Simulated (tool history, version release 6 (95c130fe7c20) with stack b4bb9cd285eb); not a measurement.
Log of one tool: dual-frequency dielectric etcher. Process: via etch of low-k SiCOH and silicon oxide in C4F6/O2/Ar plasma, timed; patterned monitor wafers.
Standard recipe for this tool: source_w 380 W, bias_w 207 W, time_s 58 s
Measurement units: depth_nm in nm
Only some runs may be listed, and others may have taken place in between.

run	hour	source_w	bias_w	time_s	wafers since the last listed run	hours since the last wet clean	hours since the last source power generator calibration	hours since the last bias power generator calibration	hours since the last upper electrode change	hours since the gauge calibration	read-back reference wafer on the same gauge, depth_nm	depth_nm
1	0	380	207	58	0	306.7	2984.8	1290.5	3868.8	374.9	159.2	139.8
2	192.8	380	207	58	2921	499.5	3177.6	1483.3	4061.6	567.7	159.1	139.2
3	231.7	380	207	58	589	538.4	3216.5	1522.2	4100.5	606.6	158.8	139
# hour 276.6: wet clean of the chamber
4	315.4	380	233	58	904	38.8	3300.2	1605.9	4184.2	690.3	159.5	143.2
5	356.4	380	233	58	621	79.8	3341.2	1646.9	4225.2	731.3	159.1	145
6	463.1	380	207	48	1616	186.5	3447.9	1753.6	4331.9	838	159.2	115.4
7	509.1	380	207	48	697	232.5	3493.9	1799.6	4377.9	884	158.5	114.4
8	556.5	380	207	48	718	279.9	3541.3	1847	4425.3	931.4	158.9	114.8
9	627.6	380	235	58	1077	351	3612.4	1918.1	4496.4	1002.5	159	144.8
10	679.7	450	156	73.5	789	403.1	3664.5	1970.2	4548.5	1054.6	159.2	167.7
11	748.4	380	207	58	1041	471.8	3733.2	2038.9	4617.2	1123.3	158.9	137.8
# hour 771.9: bias power generator calibrated
# hour 801.5: gauge calibrated
# hour 857.4: source power generator calibrated
# hour 861.2: wet clean of the chamber
12	861.7	380	192	58	1537	0.5	4.3	89.8	4730.5	60.2	158.8	134.9
13	912.4	380	207	58	768	51.2	55	140.5	4781.2	110.9	159.2	139.1
# hour 982.9: upper electrode replaced
14	983.4	380	170	72.5	712	122.2	126	211.5	0.5	181.9	159.1	161.8
15	1037.5	320	207	71	819	176.3	180.1	265.6	54.6	236	158.7	163.4
16	1135.6	380	233	58	1486	274.4	278.2	363.7	152.7	334.1	159.1	144.6
17	1188	300	177	71.5	794	326.8	330.6	416.1	205.1	386.5	159.1	154.1
18	1242.5	320	207	64	825	381.3	385.1	470.6	259.6	441	158.6	147.7

3 options for the next run, each taken on its own from the tool as it stands now. Forecast them:
A	1242.9	380	207	58	6	381.7	385.5	471	260	441.4	?	?
B	1242.9	380	173	58	6	381.7	385.5	471	260	441.4	?	?
C	1242.9	430	207	48	6	381.7	385.5	471	260	441.4	?	?

run	read-back reference wafer on the same gauge, depth_nm	depth_nm
A	159.2	138.6
B	159.2	130.2
C	159.2	118
Without the tool's hidden state the same runs would have given:
run	depth_nm
A	138.6
B	130.2
C	118
